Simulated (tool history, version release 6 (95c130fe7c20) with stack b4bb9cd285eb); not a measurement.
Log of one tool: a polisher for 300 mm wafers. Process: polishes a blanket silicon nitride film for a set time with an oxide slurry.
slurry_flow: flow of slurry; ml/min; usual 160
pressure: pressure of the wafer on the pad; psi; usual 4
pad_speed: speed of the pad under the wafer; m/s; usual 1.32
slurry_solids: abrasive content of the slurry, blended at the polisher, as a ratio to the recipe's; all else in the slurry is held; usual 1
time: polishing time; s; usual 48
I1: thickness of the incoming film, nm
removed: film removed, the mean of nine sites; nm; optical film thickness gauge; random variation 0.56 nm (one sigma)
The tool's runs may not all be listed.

{"run": 1, "hour": 0.0, "slurry_flow": 160, "pressure": 4, "pad_speed": 1.32, "slurry_solids": 1, "time": 48, "I1": 579.8, "removed": 36.3}
{"hour": 10.0, "done": "worn pad replaced by a new one"}
{"run": 2, "hour": 15.9, "slurry_flow": 160, "pressure": 4, "pad_speed": 1.32, "slurry_solids": 1, "time": 48, "I1": 585.4, "removed": 36.6}
{"run": 3, "hour": 29.5, "slurry_flow": 160, "pressure": 4, "pad_speed": 1.32, "slurry_solids": 1, "time": 48, "I1": 575.2, "removed": 37}
{"hour": 37.9, "done": "head pressure recalibrated"}
{"run": 4, "hour": 38.4, "slurry_flow": 160, "pressure": 4, "pad_speed": 1.32, "slurry_solids": 1, "time": 48, "I1": 588.8, "removed": 35.4}
{"run": 5, "hour": 44.0, "slurry_flow": 160, "pressure": 4, "pad_speed": 1.32, "slurry_solids": 0.75, "time": 48, "I1": 583.2, "removed": 28.9}
{"run": 6, "hour": 55.5, "slurry_flow": 160, "pressure": 3, "pad_speed": 1.48, "slurry_solids": 1.1, "time": 61, "I1": 572.7, "removed": 41.9}
{"run": 7, "hour": 69.9, "slurry_flow": 160, "pressure": 4, "pad_speed": 1.32, "slurry_solids": 1.2, "time": 33, "I1": 579.1, "removed": 26.3}
{"run": 8, "hour": 80.1, "slurry_flow": 205, "pressure": 3.6, "pad_speed": 1.62, "slurry_solids": 1, "time": 60, "I1": 577.2, "removed": 48.8}
{"run": 9, "hour": 86.5, "slurry_flow": 160, "pressure": 4, "pad_speed": 1.6, "slurry_solids": 1, "time": 48, "I1": 587.6, "removed": 40.7}
{"hour": 100.3, "done": "slurry blender recalibrated"}
{"hour": 104.1, "done": "conditioning disc replaced and pad reconditioned"}
{"run": 10, "hour": 104.6, "slurry_flow": 160, "pressure": 4, "pad_speed": 1.1, "slurry_solids": 0.75, "time": 40, "I1": 580.5, "removed": 22.7}
{"run": 11, "hour": 113.1, "slurry_flow": 160, "pressure": 4, "pad_speed": 1.1, "slurry_solids": 0.75, "time": 40, "I1": 574.9, "removed": 23.7}
{"run": 12, "hour": 121.9, "slurry_flow": 120, "pressure": 4, "pad_speed": 1.46, "slurry_solids": 1, "time": 59, "I1": 571.4, "removed": 49}
{"run": 13, "hour": 138.7, "slurry_flow": 135, "pressure": 5.2, "pad_speed": 1.64, "slurry_solids": 1, "time": 58, "I1": 573.7, "removed": 64.8}
{"run": 14, "hour": 156.2, "slurry_flow": 160, "pressure": 4, "pad_speed": 1.32, "slurry_solids": 1.2, "time": 48, "I1": 581.9, "removed": 41.4}
{"run": 15, "hour": 172.6, "slurry_flow": 160, "pressure": 4, "pad_speed": 1.14, "slurry_solids": 1, "time": 48, "I1": 584.7, "removed": 33.7}
{"run": 16, "hour": 178.6, "slurry_flow": 160, "pressure": 4.5, "pad_speed": 1.32, "slurry_solids": 1, "time": 48, "I1": 571.3, "removed": 40.5}
{"hour": 194.2, "done": "worn pad replaced by a new one"}
{"run": 17, "hour": 194.7, "slurry_flow": 160, "pressure": 4, "pad_speed": 1.12, "slurry_solids": 1, "time": 48, "I1": 586.5, "removed": 32.6}
{"run": 18, "hour": 207.0, "slurry_flow": 160, "pressure": 4, "pad_speed": 1.32, "slurry_solids": 1, "time": 57, "I1": 585.7, "removed": 43.5}
{"run": 19, "hour": 256.1, "slurry_flow": 195, "pressure": 4, "pad_speed": 1.32, "slurry_solids": 1, "time": 48, "I1": 579.1, "removed": 36.2}
{"run": 20, "hour": 266.4, "slurry_flow": 160, "pressure": 5.1, "pad_speed": 1.58, "slurry_solids": 1, "time": 34, "I1": 578.6, "removed": 35.6}
{"run": 21, "hour": 273.2, "slurry_flow": 160, "pressure": 4, "pad_speed": 1.32, "slurry_solids": 1, "time": 48, "I1": 575.2, "removed": 34.3}
{"run": 22, "hour": 280.6, "slurry_flow": 160, "pressure": 2.6, "pad_speed": 1.32, "slurry_solids": 1, "time": 48, "I1": 589.4, "removed": 24.9}
{"hour": 290.7, "done": "slurry blender recalibrated"}
{"run": 23, "hour": 297.2, "slurry_flow": 210, "pressure": 4, "pad_speed": 0.92, "slurry_solids": 0.85, "time": 58, "I1": 582.9, "removed": 32.7}
{"run": 24, "hour": 304.3, "slurry_flow": 175, "pressure": 4, "pad_speed": 1.32, "slurry_solids": 1, "time": 48, "I1": 589.9, "removed": 39.4}
{"run": 25, "hour": 317.4, "slurry_flow": 160, "pressure": 4, "pad_speed": 1.6, "slurry_solids": 1, "time": 48, "I1": 572.3, "removed": 45.6}
{"run": 26, "hour": 330.1, "slurry_flow": 160, "pressure": 4, "pad_speed": 1.32, "slurry_solids": 1, "time": 48, "I1": 573.2, "removed": 38.5}
{"run": 27, "hour": 338.0, "slurry_flow": 160, "pressure": 2.8, "pad_speed": 1.58, "slurry_solids": 1.2, "time": 38, "I1": 573.2, "removed": 30.2}

Forecast each of these 3 alternatives for the next run:
{"run": "A", "hour": 338.4, "slurry_flow": 160, "pressure": 4, "pad_speed": 1.32, "slurry_solids": 1, "time": 48, "I1": 575.4, "removed": "?"}
{"run": "B", "hour": 338.4, "slurry_flow": 160, "pressure": 5.4, "pad_speed": 1.12, "slurry_solids": 1, "time": 48, "I1": 575.4, "removed": "?"}
{"run": "C", "hour": 338.4, "slurry_flow": 160, "pressure": 3.6, "pad_speed": 1.12, "slurry_solids": 1, "time": 48, "I1": 575.4, "removed": "?"}

run=A removed=38.3
run=B removed=42.8
run=C removed=31
Without the tool's hidden state the same runs would have given:
run=A removed=39.5
run=B removed=44.2
run=C removed=31.9
